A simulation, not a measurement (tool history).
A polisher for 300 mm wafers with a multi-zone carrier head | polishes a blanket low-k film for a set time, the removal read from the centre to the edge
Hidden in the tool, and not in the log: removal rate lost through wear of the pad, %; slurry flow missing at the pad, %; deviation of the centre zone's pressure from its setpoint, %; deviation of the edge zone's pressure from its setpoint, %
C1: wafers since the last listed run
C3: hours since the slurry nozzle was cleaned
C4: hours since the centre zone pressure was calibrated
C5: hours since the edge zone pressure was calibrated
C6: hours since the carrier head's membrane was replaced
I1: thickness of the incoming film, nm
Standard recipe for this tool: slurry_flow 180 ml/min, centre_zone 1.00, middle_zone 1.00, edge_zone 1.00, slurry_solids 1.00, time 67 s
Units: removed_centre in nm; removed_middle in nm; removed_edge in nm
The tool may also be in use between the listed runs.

Run 1, hour 0.0: usual settings; C1 0; wafers polished on this pad 46; C3 58.6; C4 685.2; C5 624.3; C6 1588.7; I1 373.2. Result: removed_centre 17.4 nm, removed_middle 17.4 nm, removed_edge 17.7 nm.
Run 2, hour 18.9: usual settings; C1 184; wafers polished on this pad 231; C3 77.5; C4 704.1; C5 643.2; C6 1607.6; I1 376.8. Result: removed_centre 17.7 nm, removed_middle 17.6 nm, removed_edge 17.6 nm.
Run 3, hour 92.3: usual settings but edge_zone 0.94; C1 716; wafers polished on this pad 947; C3 150.9; C4 777.5; C5 716.6; C6 1681.0; I1 380.2. Result: removed_centre 17.7 nm, removed_middle 17.2 nm, removed_edge 17.1 nm.
Run 4, hour 127.2: usual settings; C1 340; wafers polished on this pad 1287; C3 185.8; C4 812.4; C5 751.5; C6 1715.9; I1 379.8. Result: removed_centre 17.8 nm, removed_middle 17.2 nm, removed_edge 17.4 nm.
At hour 137.0: edge zone pressure recalibrated.
Run 5, hour 144.6: usual settings; C1 150; wafers polished on this pad 1438; C3 203.2; C4 829.8; C5 7.6; C6 1733.3; I1 377.8. Result: removed_centre 17.8 nm, removed_middle 17.4 nm, removed_edge 17.4 nm.
At hour 150.7: worn pad replaced by a new one.
Run 6, hour 173.2: usual settings; C1 240; wafers polished on this pad 219; C3 231.8; C4 858.4; C5 36.2; C6 1761.9; I1 385.2. Result: removed_centre 17.7 nm, removed_middle 17.5 nm, removed_edge 17.6 nm.
Run 7, hour 209.0: usual settings but centre_zone 0.93, time 62 s; C1 349; wafers polished on this pad 569; C3 267.6; C4 894.2; C5 72.0; C6 1797.7; I1 376.1. Result: removed_centre 15.2 nm, removed_middle 16.3 nm, removed_edge 15.9 nm.
Run 8, hour 241.9: usual settings but middle_zone 1.07; C1 321; wafers polished on this pad 890; C3 300.5; C4 927.1; C5 104.9; C6 1830.6; I1 378.3. Result: removed_centre 17.7 nm, removed_middle 18.5 nm, removed_edge 17.4 nm.
At hour 251.1: slurry nozzle cleaned.
Run 9, hour 261.2: usual settings but middle_zone 1.07; C1 178; wafers polished on this pad 1068; C3 10.1; C4 946.4; C5 124.2; C6 1849.9; I1 378.4. Result: removed_centre 17.8 nm, removed_middle 18.4 nm, removed_edge 17.3 nm.
At hour 276.6: carrier head's membrane replaced by a new one.
Run 10, hour 288.0: usual settings but slurry_flow 210 ml/min, centre_zone 0.96, middle_zone 0.95, slurry_solids 1.10; C1 212; wafers polished on this pad 1281; C3 36.9; C4 973.2; C5 151.0; C6 11.4; I1 378.8. Result: removed_centre 17.9 nm, removed_middle 17.6 nm, removed_edge 18.5 nm.
Run 11, hour 306.8: usual settings but slurry_flow 220 ml/min, slurry_solids 0.75, time 50 s; C1 183; wafers polished on this pad 1464; C3 55.7; C4 992.0; C5 169.8; C6 30.2; I1 381.0. Result: removed_centre 12.3 nm, removed_middle 11.9 nm, removed_edge 11.9 nm.
At hour 317.7: worn pad replaced by a new one.
Run 12, hour 338.5: usual settings but middle_zone 1.11, edge_zone 1.05; C1 270; wafers polished on this pad 202; C3 87.4; C4 1023.7; C5 201.5; C6 61.9; I1 385.5. Result: removed_centre 17.8 nm, removed_middle 19.1 nm, removed_edge 17.9 nm.

For run 13, what comes out?
At hour 358.4: centre zone pressure recalibrated.
Run 13, hour 359.1: usual settings; C1 181; wafers polished on this pad 384; C3 108.0; C4 0.7; C5 222.1; C6 82.5; I1 378.7. Result: removed_centre ?, removed_middle ?, removed_edge ?.

Run 13 yielded removed_centre 17.7 nm, removed_middle 17.2 nm, removed_edge 17.5 nm.
With no hidden state in the tool, this same run would have given removed_centre 17.7 nm, removed_middle 17.2 nm, removed_edge 17.5 nm.
